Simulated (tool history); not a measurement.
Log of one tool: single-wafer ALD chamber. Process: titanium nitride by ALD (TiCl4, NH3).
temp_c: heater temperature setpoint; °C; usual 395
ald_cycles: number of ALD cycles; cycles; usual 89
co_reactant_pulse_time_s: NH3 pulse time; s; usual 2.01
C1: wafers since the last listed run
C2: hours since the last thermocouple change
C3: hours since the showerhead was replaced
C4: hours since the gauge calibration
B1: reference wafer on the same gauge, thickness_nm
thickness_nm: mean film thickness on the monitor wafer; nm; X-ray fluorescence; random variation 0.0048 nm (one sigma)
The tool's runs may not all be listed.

Run 1, hour 0: usual settings but temp_c 401 °C, ald_cycles 80 cycles; C1 0; C2 1868.9; C3 3450.3; C4 342.9; B1 1.631. Result: thickness_nm 1.709 nm.
Run 2, hour 18.3: usual settings; C1 62; C2 1887.2; C3 3468.6; C4 361.2; B1 1.629. Result: thickness_nm 1.899 nm.
Run 3, hour 46.8: usual settings; C1 97; C2 1915.7; C3 3497.1; C4 389.7; B1 1.63. Result: thickness_nm 1.913 nm.
Run 4, hour 69.4: usual settings; C1 77; C2 1938.3; C3 3519.7; C4 412.3; B1 1.63. Result: thickness_nm 1.907 nm.
Run 5, hour 85.4: usual settings; C1 54; C2 1954.3; C3 3535.7; C4 428.3; B1 1.631. Result: thickness_nm 1.906 nm.
Run 6, hour 103.8: usual settings; C1 63; C2 1972.7; C3 3554.1; C4 446.7; B1 1.631. Result: thickness_nm 1.909 nm.
Run 7, hour 132: usual settings; C1 96; C2 2000.9; C3 3582.3; C4 474.9; B1 1.63. Result: thickness_nm 1.903 nm.
Run 8, hour 145.8: usual settings; C1 47; C2 2014.7; C3 3596.1; C4 488.7; B1 1.63. Result: thickness_nm 1.903 nm.
Run 9, hour 175.7: usual settings; C1 102; C2 2044.6; C3 3626; C4 518.6; B1 1.63. Result: thickness_nm 1.901 nm.
Run 10, hour 199.7: usual settings but co_reactant_pulse_time_s 1.56 s; C1 82; C2 2068.6; C3 3650; C4 542.6; B1 1.63. Result: thickness_nm 1.877 nm.
Run 11, hour 218.7: usual settings but ald_cycles 101 cycles; C1 65; C2 2087.6; C3 3669; C4 561.6; B1 1.629. Result: thickness_nm 2.167 nm.
Run 12, hour 248.9: usual settings but ald_cycles 76 cycles, co_reactant_pulse_time_s 2.41 s; C1 103; C2 2117.8; C3 3699.2; C4 591.8; B1 1.63. Result: thickness_nm 1.641 nm.
At hour 257: gauge calibrated.
Run 13, hour 261.4: usual settings but ald_cycles 76 cycles, co_reactant_pulse_time_s 2.41 s; C1 42; C2 2130.3; C3 3711.7; C4 4.4; B1 1.631. Result: thickness_nm 1.637 nm.
Run 14, hour 285.9: usual settings but ald_cycles 76 cycles, co_reactant_pulse_time_s 2.41 s; C1 84; C2 2154.8; C3 3736.2; C4 28.9; B1 1.631. Result: thickness_nm 1.638 nm.
Run 15, hour 316.2: usual settings; C1 104; C2 2185.1; C3 3766.5; C4 59.2; B1 1.63. Result: thickness_nm 1.907 nm.
Run 16, hour 337.1: usual settings; C1 71; C2 2206; C3 3787.4; C4 80.1; B1 1.629. Result: thickness_nm 1.899 nm.
Run 17, hour 360.2: usual settings but temp_c 404 °C, ald_cycles 101 cycles, co_reactant_pulse_time_s 2.36 s; C1 79; C2 2229.1; C3 3810.5; C4 103.2; B1 1.631. Result: thickness_nm 2.199 nm.
At hour 371.7: thermocouple changed; heater temperature recalibrated.
Run 18, hour 381: usual settings but temp_c 405 °C, ald_cycles 104 cycles, co_reactant_pulse_time_s 1.41 s; C1 43; C2 9.3; C3 3831.3; C4 124; B1 1.63. Result: thickness_nm 2.21 nm.
At hour 410.6: showerhead replaced.
Run 19, hour 411.1: usual settings but temp_c 387 °C, ald_cycles 84 cycles, co_reactant_pulse_time_s 2.29 s; C1 75; C2 39.4; C3 0.5; C4 154.1; B1 1.629. Result: thickness_nm 1.798 nm.
Run 20, hour 435.8: usual settings but co_reactant_pulse_time_s 1.72 s; C1 84; C2 64.1; C3 25.2; C4 178.8; B1 1.629. Result: thickness_nm 1.888 nm.
Run 21, hour 451.2: usual settings; C1 52; C2 79.5; C3 40.6; C4 194.2; B1 1.63. Result: thickness_nm 1.902 nm.
Run 22, hour 472.2: usual settings but temp_c 407 °C, ald_cycles 107 cycles, co_reactant_pulse_time_s 1.42 s; C1 72; C2 100.5; C3 61.6; C4 215.2; B1 1.631. Result: thickness_nm 2.27 nm.
Run 23, hour 492.7: usual settings; C1 70; C2 121; C3 82.1; C4 235.7; B1 1.628. Result: thickness_nm 1.9 nm.
Run 24, hour 526.1: usual settings; C1 114; C2 154.4; C3 115.5; C4 269.1; B1 1.631. Result: thickness_nm 1.905 nm.
Run 25, hour 549.8: usual settings but temp_c 406 °C, ald_cycles 78 cycles, co_reactant_pulse_time_s 1.56 s; C1 81; C2 178.1; C3 139.2; C4 292.8; B1 1.632. Result: thickness_nm 1.659 nm.
Run 26, hour 584.6: usual settings but ald_cycles 77 cycles, co_reactant_pulse_time_s 1.49 s; C1 119; C2 212.9; C3 174; C4 327.6; B1 1.632. Result: thickness_nm 1.625 nm.
Run 27, hour 598.4: usual settings but temp_c 400 °C, ald_cycles 80 cycles, co_reactant_pulse_time_s 1.81 s; C1 47; C2 226.7; C3 187.8; C4 341.4; B1 1.628. Result: thickness_nm 1.708 nm.
Run 28, hour 619.3: usual settings but temp_c 381 °C, ald_cycles 74 cycles, co_reactant_pulse_time_s 2.66 s; C1 71; C2 247.6; C3 208.7; C4 362.3; B1 1.631. Result: thickness_nm 1.591 nm.
Run 29, hour 636.9: usual settings but temp_c 389 °C, co_reactant_pulse_time_s 2.45 s; C1 60; C2 265.2; C3 226.3; C4 379.9; B1 1.63. Result: thickness_nm 1.912 nm.
Run 30, hour 665.4: usual settings but temp_c 399 °C, ald_cycles 77 cycles, co_reactant_pulse_time_s 2.39 s; C1 97; C2 293.7; C3 254.8; C4 408.4; B1 1.63. Result: thickness_nm 1.665 nm.
Run 31, hour 683.7: usual settings; C1 62; C2 312; C3 273.1; C4 426.7; B1 1.631. Result: thickness_nm 1.905 nm.
Run 32, hour 710.5: usual settings but co_reactant_pulse_time_s 1.61 s; C1 91; C2 338.8; C3 299.9; C4 453.5; B1 1.63. Result: thickness_nm 1.894 nm.
Run 33, hour 726.6: usual settings but temp_c 390 °C, ald_cycles 72 cycles, co_reactant_pulse_time_s 2.77 s; C1 55; C2 354.9; C3 316; C4 469.6; B1 1.631. Result: thickness_nm 1.551 nm.

Forecast each of these 4 alternatives for the next run:
Run A, hour 727.2: usual settings; C1 2; C2 355.5; C3 316.6; C4 470.2; B1 ?. Result: thickness_nm ?.
Run B, hour 727.2: usual settings but co_reactant_pulse_time_s 2.54 s; C1 2; C2 355.5; C3 316.6; C4 470.2; B1 ?. Result: thickness_nm ?.
Run C, hour 727.2: usual settings but temp_c 387 °C, ald_cycles 94 cycles; C1 2; C2 355.5; C3 316.6; C4 470.2; B1 ?. Result: thickness_nm ?.
Run D, hour 727.2: usual settings but temp_c 387 °C, ald_cycles 105 cycles, co_reactant_pulse_time_s 1.48 s; C1 2; C2 355.5; C3 316.6; C4 470.2; B1 ?. Result: thickness_nm ?.

run     B1  thickness_nm
  A  1.631         1.896
  B  1.631         1.914
  C  1.631          1.99
  D  1.631          2.19
Without the tool's hidden state the same runs would have given:
run  thickness_nm
  A         1.896
  B         1.914
  C          1.99
  D          2.19
